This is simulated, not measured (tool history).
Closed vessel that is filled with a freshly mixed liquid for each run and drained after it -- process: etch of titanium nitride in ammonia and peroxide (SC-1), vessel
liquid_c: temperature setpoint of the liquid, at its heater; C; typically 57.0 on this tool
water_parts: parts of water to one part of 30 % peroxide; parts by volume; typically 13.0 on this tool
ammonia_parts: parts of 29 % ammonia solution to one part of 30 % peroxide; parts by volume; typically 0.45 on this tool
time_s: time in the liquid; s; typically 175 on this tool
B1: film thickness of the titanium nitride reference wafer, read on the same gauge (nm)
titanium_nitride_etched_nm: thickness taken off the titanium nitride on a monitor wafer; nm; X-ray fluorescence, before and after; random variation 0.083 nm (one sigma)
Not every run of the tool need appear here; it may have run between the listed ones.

Run 1, day 0.000: usual settings but time_s 255 s; B1 80.01. Result: titanium_nitride_etched_nm 22.52 nm.
Run 2, day 1.017: usual settings but time_s 255 s; B1 79.98. Result: titanium_nitride_etched_nm 22.47 nm.
Run 3, day 2.258: usual settings but time_s 255 s; B1 80.00. Result: titanium_nitride_etched_nm 22.59 nm.
At day 4.754: gauge calibrated.
Run 4, day 6.329: usual settings but water_parts 7.0 parts by volume, time_s 235 s; B1 80.02. Result: titanium_nitride_etched_nm 28.97 nm.
Run 5, day 7.400: usual settings but liquid_c 66.0 C; B1 80.00. Result: titanium_nitride_etched_nm 28.11 nm.
Run 6, day 8.733: usual settings but time_s 150 s; B1 80.00. Result: titanium_nitride_etched_nm 13.49 nm.
Run 7, day 9.942: usual settings but liquid_c 54.0 C, time_s 240 s; B1 80.01. Result: titanium_nitride_etched_nm 17.64 nm.
At day 10.404: new drum of ammonia solution connected.
Run 8, day 10.896: usual settings but water_parts 7.5 parts by volume; B1 80.00. Result: titanium_nitride_etched_nm 20.86 nm.
Run 9, day 11.812: usual settings; B1 80.00. Result: titanium_nitride_etched_nm 15.73 nm.
Run 10, day 12.550: usual settings but ammonia_parts 0.55 parts by volume, time_s 275 s; B1 79.98. Result: titanium_nitride_etched_nm 25.67 nm.
Run 11, day 13.233: usual settings but liquid_c 66.0 C, water_parts 10.0 parts by volume; B1 80.00. Result: titanium_nitride_etched_nm 32.81 nm.
Run 12, day 14.592: usual settings but water_parts 9.0 parts by volume, ammonia_parts 0.60 parts by volume, time_s 210 s; B1 80.00. Result: titanium_nitride_etched_nm 24.29 nm.
Run 13, day 15.679: usual settings but time_s 135 s; B1 80.01. Result: titanium_nitride_etched_nm 12.20 nm.
At day 16.621: ammonia flow meter replaced.
At day 16.946: thermometer replaced.
Run 14, day 17.171: usual settings but liquid_c 66.0 C, time_s 245 s; B1 79.99. Result: titanium_nitride_etched_nm 38.93 nm.
Run 15, day 17.821: usual settings but liquid_c 52.0 C, water_parts 8.5 parts by volume, ammonia_parts 0.65 parts by volume, time_s 95 s; B1 80.01. Result: titanium_nitride_etched_nm 7.89 nm.
Run 16, day 18.612: usual settings but liquid_c 65.0 C, water_parts 10.0 parts by volume, ammonia_parts 0.60 parts by volume, time_s 85 s; B1 80.00. Result: titanium_nitride_etched_nm 15.29 nm.
Run 17, day 19.862: usual settings but liquid_c 54.0 C, water_parts 7.0 parts by volume, ammonia_parts 0.35 parts by volume, time_s 120 s; B1 80.01. Result: titanium_nitride_etched_nm 11.42 nm.
Run 18, day 20.604: usual settings; B1 80.02. Result: titanium_nitride_etched_nm 15.53 nm.
Run 19, day 21.921: usual settings; B1 80.00. Result: titanium_nitride_etched_nm 15.49 nm.
Run 20, day 22.708: usual settings but liquid_c 66.0 C, water_parts 17.0 parts by volume, time_s 125 s; B1 80.00. Result: titanium_nitride_etched_nm 17.13 nm.
At day 23.321: new drum of ammonia solution connected.
Run 21, day 23.583: usual settings but water_parts 7.0 parts by volume, ammonia_parts 0.35 parts by volume, time_s 110 s; B1 79.99. Result: titanium_nitride_etched_nm 12.88 nm.
Run 22, day 24.196: usual settings but ammonia_parts 0.60 parts by volume, time_s 125 s; B1 80.02. Result: titanium_nitride_etched_nm 11.75 nm.
Run 23, day 25.646: usual settings but liquid_c 64.0 C, water_parts 16.0 parts by volume, ammonia_parts 0.55 parts by volume; B1 80.00. Result: titanium_nitride_etched_nm 22.90 nm.
Run 24, day 26.375: usual settings but ammonia_parts 0.30 parts by volume, time_s 265 s; B1 80.01. Result: titanium_nitride_etched_nm 22.04 nm.
Run 25, day 27.154: usual settings but liquid_c 52.5 C, water_parts 10.5 parts by volume, ammonia_parts 0.50 parts by volume, time_s 130 s; B1 80.01. Result: titanium_nitride_etched_nm 9.87 nm.
Run 26, day 28.571: usual settings; B1 80.02. Result: titanium_nitride_etched_nm 15.55 nm.
Run 27, day 29.471: usual settings; B1 79.99. Result: titanium_nitride_etched_nm 15.72 nm.
Run 28, day 30.329: usual settings; B1 79.99. Result: titanium_nitride_etched_nm 15.71 nm.

Measured minus without-hidden-state, run by run (identical run-to-run variation in each term; gauge scatter may differ):
Hidden state present: liquid hotter than its thermometer reads (K); ammonia flow below the setpoint (%); ammonia solution weaker than its label (%); gauge reads high (%).
run  titanium_nitride_etched_nm
  1                       +0.12
  2                       +0.15
  3                       +0.19
  4                       +0.42
  5                       +0.45
  6                       +0.25
  7                       +0.36
  8                       +0.45
  9                       +0.36
 10                       +0.61
 11                       +0.78
 12                       +0.65
 13                       +0.34
 14                       +0.05
 15                       +0.03
 16                       +0.06
 17                       +0.06
 18                       +0.10
 19                       +0.13
 20                       +0.16
 21                       +0.14
 22                       +0.14
 23                       +0.30
 24                       +0.33
 25                       +0.16
 26                       +0.29
 27                       +0.31
 28                       +0.33
